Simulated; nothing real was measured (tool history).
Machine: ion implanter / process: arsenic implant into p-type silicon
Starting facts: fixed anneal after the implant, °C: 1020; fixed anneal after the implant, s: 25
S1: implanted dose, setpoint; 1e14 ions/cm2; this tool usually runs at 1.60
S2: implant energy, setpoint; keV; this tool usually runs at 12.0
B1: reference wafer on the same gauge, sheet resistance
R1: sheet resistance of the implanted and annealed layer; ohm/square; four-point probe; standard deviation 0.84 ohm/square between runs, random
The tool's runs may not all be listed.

run,hour,S1,S2,B1,R1
1,0.0,1.60,12.0,459.07,574.37
2,99.1,1.60,12.0,458.84,577.10
3,121.5,1.60,12.0,459.17,578.68
# hour 140.2: Faraday cup replaced and dose calibrated
4,140.7,1.60,12.0,458.85,558.87
5,155.4,1.60,12.0,459.09,560.12
6,178.6,1.60,12.0,459.03,561.46
7,212.9,1.60,12.0,459.35,559.74
8,244.9,1.60,13.0,458.67,555.52
9,257.8,1.76,14.0,458.94,512.45
10,281.6,1.82,10.0,459.17,516.90
11,309.4,1.60,12.0,459.35,561.01
# hour 316.0: gauge calibrated
# hour 322.0: extraction supply calibrated
12,338.0,1.60,8.0,458.86,584.36
13,362.1,2.07,12.0,459.20,461.47
14,386.5,1.96,12.0,458.71,479.66
15,417.6,1.60,9.0,458.88,579.50

Alternative continuations, all from the tool just after run 15; predict every row:
A,418.0,1.60,12.0,?,?
B,418.0,1.12,13.0,?,?
C,418.0,1.33,9.5,?,?
D,418.0,2.08,13.0,?,?

run,B1,R1
A,459.13,563.69
B,459.13,730.01
C,459.13,666.42
D,459.13,456.65
With the hidden condition removed and each run's random variation left untouched, the same runs would have given:
run,R1
A,564.20
B,730.64
C,667.02
D,457.06
